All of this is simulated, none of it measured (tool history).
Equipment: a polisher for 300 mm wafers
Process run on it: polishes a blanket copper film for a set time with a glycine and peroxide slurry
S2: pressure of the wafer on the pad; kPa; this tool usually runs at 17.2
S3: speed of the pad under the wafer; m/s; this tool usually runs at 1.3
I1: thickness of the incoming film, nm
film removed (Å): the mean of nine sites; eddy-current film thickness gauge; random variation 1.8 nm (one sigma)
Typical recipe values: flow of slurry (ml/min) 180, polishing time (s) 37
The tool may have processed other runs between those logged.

Run 1, hour 0: usual settings; I1 1790.4. Result: film removed (Å) 1996.
Run 2, hour 70.7: usual settings; I1 1794.4. Result: film removed (Å) 1977.
Run 3, hour 210.4: usual settings but polishing time (s) 33; I1 1785.4. Result: film removed (Å) 1694.
Run 4, hour 266.4: usual settings but polishing time (s) 33; I1 1813. Result: film removed (Å) 1648.
At hour 284.5: head pressure recalibrated.
Run 5, hour 333.9: usual settings but polishing time (s) 33; I1 1824.4. Result: film removed (Å) 1876.
At hour 378.4: slurry nozzle cleaned.
Run 6, hour 389.9: usual settings but S3 1.08 m/s; I1 1801.6. Result: film removed (Å) 1770.
At hour 397.9: worn pad replaced by a new one.
Run 7, hour 454.4: usual settings but S3 1.08 m/s; I1 1780.7. Result: film removed (Å) 1792.
Run 8, hour 497.8: usual settings but S3 1.08 m/s; I1 1782.4. Result: film removed (Å) 1780.
Run 9, hour 564: usual settings; I1 1798. Result: film removed (Å) 2032.
Run 10, hour 591.3: usual settings; I1 1788.1. Result: film removed (Å) 2036.
Run 11, hour 616.9: usual settings; I1 1837.5. Result: film removed (Å) 2027.
Run 12, hour 688.3: usual settings; I1 1784.3. Result: film removed (Å) 1977.
Run 13, hour 754.1: usual settings but S2 15.9 kPa, polishing time (s) 42; I1 1783.5. Result: film removed (Å) 2053.
Run 14, hour 814.6: usual settings; I1 1802.8. Result: film removed (Å) 1923.
Run 15, hour 845.5: usual settings; I1 1791.6. Result: film removed (Å) 1909.
At hour 857.4: worn pad replaced by a new one.
At hour 868.3: head pressure recalibrated.
At hour 887.5: slurry nozzle cleaned.
Run 16, hour 894.8: usual settings; I1 1830.5. Result: film removed (Å) 2122.
Run 17, hour 951.9: usual settings but flow of slurry (ml/min) 220; I1 1814.3. Result: film removed (Å) 2172.
Run 18, hour 1023.2: usual settings; I1 1781.4. Result: film removed (Å) 2091.
Run 19, hour 1095: usual settings but S3 1.16 m/s, polishing time (s) 44; I1 1793.4. Result: film removed (Å) 2216.
Run 20, hour 1160.7: usual settings; I1 1795.9. Result: film removed (Å) 2009.
Run 21, hour 1186.9: usual settings but flow of slurry (ml/min) 215, S2 19.3 kPa; I1 1783.1. Result: film removed (Å) 2224.
Run 22, hour 1234.6: usual settings but polishing time (s) 32; I1 1781.7. Result: film removed (Å) 1724.
Run 23, hour 1275.6: usual settings; I1 1784.9. Result: film removed (Å) 1961.
Run 24, hour 1328.5: usual settings; I1 1802.9. Result: film removed (Å) 1918.
Run 25, hour 1378: usual settings; I1 1823.4. Result: film removed (Å) 1906.
At hour 1393: slurry nozzle cleaned.
At hour 1395.2: worn pad replaced by a new one.
Run 26, hour 1423.2: usual settings but polishing time (s) 28; I1 1807.6. Result: film removed (Å) 1499.
Run 27, hour 1451.8: usual settings; I1 1803.2. Result: film removed (Å) 1964.
Run 28, hour 1503.5: usual settings but flow of slurry (ml/min) 205, S2 12.4 kPa, S3 1.5 m/s; I1 1771.2. Result: film removed (Å) 1731.
At hour 1537.3: head pressure recalibrated.
Run 29, hour 1549.8: usual settings; I1 1782.4. Result: film removed (Å) 2144.
Run 30, hour 1578.5: usual settings but flow of slurry (ml/min) 130, S2 13.8 kPa, S3 1.06 m/s, polishing time (s) 45; I1 1805.9. Result: film removed (Å) 1774.
Run 31, hour 1632.7: usual settings but flow of slurry (ml/min) 135, S2 14.5 kPa, polishing time (s) 25; I1 1771.7. Result: film removed (Å) 1196.
Run 32, hour 1691: usual settings but flow of slurry (ml/min) 240; I1 1778.6. Result: film removed (Å) 2145.
Run 33, hour 1729.4: usual settings but flow of slurry (ml/min) 145, S2 23.4 kPa; I1 1798.4. Result: film removed (Å) 2566.
Run 34, hour 1795.8: usual settings but flow of slurry (ml/min) 230, S3 1.64 m/s, polishing time (s) 50; I1 1820.6. Result: film removed (Å) 3426.
Run 35, hour 1849.6: usual settings but flow of slurry (ml/min) 235, S2 15.2 kPa, S3 1.14 m/s; I1 1807.1. Result: film removed (Å) 1681.
Run 36, hour 1879.1: usual settings but flow of slurry (ml/min) 195, S2 19.3 kPa, S3 1.04 m/s, polishing time (s) 25; I1 1788.8. Result: film removed (Å) 1215.
At hour 1896.2: worn pad replaced by a new one.
At hour 1932.3: slurry nozzle cleaned.
Run 37, hour 1934.6: usual settings but polishing time (s) 47; I1 1792.2. Result: film removed (Å) 2655.
Run 38, hour 1994: usual settings but flow of slurry (ml/min) 145, S2 19.3 kPa; I1 1805.3. Result: film removed (Å) 2145.

What if the next run were any one of these 3? Each begins from the tool's condition after run 38:
Run A, hour 1994.4: usual settings; I1 1809.5. Result: film removed (Å) ?.
Run B, hour 1994.4: usual settings but S2 23.4 kPa, S3 1.72 m/s; I1 1809.5. Result: film removed (Å) ?.
Run C, hour 1994.4: usual settings but polishing time (s) 30; I1 1809.5. Result: film removed (Å) ?.

run  film removed (Å)
  A              2026
  B              3328
  C              1642
Without the tool's hidden state the same runs would have given:
run  film removed (Å)
  A              2181
  B              3601
  C              1769
